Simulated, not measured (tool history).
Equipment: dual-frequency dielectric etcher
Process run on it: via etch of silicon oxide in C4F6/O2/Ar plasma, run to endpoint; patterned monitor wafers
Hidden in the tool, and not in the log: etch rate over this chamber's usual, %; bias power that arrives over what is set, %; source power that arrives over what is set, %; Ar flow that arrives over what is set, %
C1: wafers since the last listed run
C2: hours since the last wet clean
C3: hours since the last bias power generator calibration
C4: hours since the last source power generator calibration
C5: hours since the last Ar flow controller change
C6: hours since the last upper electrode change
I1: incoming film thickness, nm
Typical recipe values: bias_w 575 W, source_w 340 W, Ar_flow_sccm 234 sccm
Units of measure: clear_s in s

run 1 hour=0 | bias_w=575 source_w=340 Ar_flow_sccm=234 | C1=0 C2=202.8 C3=5345.3 C4=1870.7 C5=1432.7 C6=5436.6 | I1=197.7 | clear_s=38.6
run 2 hour=15.7 | bias_w=575 source_w=340 Ar_flow_sccm=234 | C1=304 C2=218.5 C3=5361 C4=1886.4 C5=1448.4 C6=5452.3 | I1=198.5 | clear_s=38.5
run 3 hour=40.5 | bias_w=575 source_w=340 Ar_flow_sccm=234 | C1=481 C2=243.3 C3=5385.8 C4=1911.2 C5=1473.2 C6=5477.1 | I1=199.7 | clear_s=39
run 4 hour=52.8 | bias_w=575 source_w=340 Ar_flow_sccm=234 | C1=238 C2=255.6 C3=5398.1 C4=1923.5 C5=1485.5 C6=5489.4 | I1=197.3 | clear_s=38
run 5 hour=67.8 | bias_w=575 source_w=310 Ar_flow_sccm=234 | C1=291 C2=270.6 C3=5413.1 C4=1938.5 C5=1500.5 C6=5504.4 | I1=197.6 | clear_s=40.2
run 6 hour=91.6 | bias_w=575 source_w=290 Ar_flow_sccm=234 | C1=462 C2=294.4 C3=5436.9 C4=1962.3 C5=1524.3 C6=5528.2 | I1=199.5 | clear_s=41.8
run 7 hour=122.4 | bias_w=575 source_w=290 Ar_flow_sccm=234 | C1=598 C2=325.2 C3=5467.7 C4=1993.1 C5=1555.1 C6=5559 | I1=198.8 | clear_s=40.7
-- hour=142.9 source power generator calibrated
run 8 hour=143.9 | bias_w=575 source_w=290 Ar_flow_sccm=234 | C1=339 C2=346.7 C3=5489.2 C4=1 C5=1576.6 C6=5580.5 | I1=198.3 | clear_s=41
-- hour=150.4 bias power generator calibrated
run 9 hour=166.3 | bias_w=575 source_w=340 Ar_flow_sccm=234 | C1=357 C2=369.1 C3=15.9 C4=23.4 C5=1599 C6=5602.9 | I1=199.9 | clear_s=38.7
-- hour=207.1 upper electrode replaced
run 10 hour=207.6 | bias_w=575 source_w=340 Ar_flow_sccm=234 | C1=336 C2=410.4 C3=57.2 C4=64.7 C5=1640.3 C6=0.5 | I1=198.1 | clear_s=38
run 11 hour=235 | bias_w=651 source_w=270 Ar_flow_sccm=234 | C1=532 C2=437.8 C3=84.6 C4=92.1 C5=1667.7 C6=27.9 | I1=199.3 | clear_s=40.9
-- hour=272.6 wet clean of the chamber
run 12 hour=273.1 | bias_w=637 source_w=390 Ar_flow_sccm=185 | C1=273 C2=0.5 C3=122.7 C4=130.2 C5=1705.8 C6=66 | I1=201.8 | clear_s=35.7
run 13 hour=292.4 | bias_w=661 source_w=380 Ar_flow_sccm=234 | C1=374 C2=19.8 C3=142 C4=149.5 C5=1725.1 C6=85.3 | I1=201 | clear_s=35.8
-- hour=378.5 Ar flow controller replaced
run 14 hour=379 | bias_w=653 source_w=270 Ar_flow_sccm=276 | C1=1565 C2=106.4 C3=228.6 C4=236.1 C5=0.5 C6=171.9 | I1=200.6 | clear_s=42.6
run 15 hour=400.5 | bias_w=650 source_w=270 Ar_flow_sccm=234 | C1=417 C2=127.9 C3=250.1 C4=257.6 C5=22 C6=193.4 | I1=199.5 | clear_s=42.1
run 16 hour=418.9 | bias_w=575 source_w=400 Ar_flow_sccm=184 | C1=357 C2=146.3 C3=268.5 C4=276 C5=40.4 C6=211.8 | I1=199.8 | clear_s=35.3
run 17 hour=432.8 | bias_w=529 source_w=310 Ar_flow_sccm=234 | C1=269 C2=160.2 C3=282.4 C4=289.9 C5=54.3 C6=225.7 | I1=197.7 | clear_s=41.6
run 18 hour=455.8 | bias_w=523 source_w=340 Ar_flow_sccm=214 | C1=446 C2=183.2 C3=305.4 C4=312.9 C5=77.3 C6=248.7 | I1=197 | clear_s=39.8
run 19 hour=475.1 | bias_w=575 source_w=340 Ar_flow_sccm=234 | C1=374 C2=202.5 C3=324.7 C4=332.2 C5=96.6 C6=268 | I1=198.2 | clear_s=38.6

3 options for the next run, each taken on its own from the tool as it stands now. Forecast them:
run A hour=475.5 | bias_w=575 source_w=390 Ar_flow_sccm=234 | C1=7 C2=202.9 C3=325.1 C4=332.6 C5=97 C6=268.4 | I1=197.2 | clear_s=?
run B hour=475.5 | bias_w=526 source_w=340 Ar_flow_sccm=234 | C1=7 C2=202.9 C3=325.1 C4=332.6 C5=97 C6=268.4 | I1=197.2 | clear_s=?
run C hour=475.5 | bias_w=575 source_w=410 Ar_flow_sccm=234 | C1=7 C2=202.9 C3=325.1 C4=332.6 C5=97 C6=268.4 | I1=197.2 | clear_s=?

run=A clear_s=36.2
run=B clear_s=39.8
run=C clear_s=35.4
The same runs, with their run-to-run variation unchanged, on a tool lacking any hidden condition would have given:
run=A clear_s=37.2
run=B clear_s=40.8
run=C clear_s=36.3
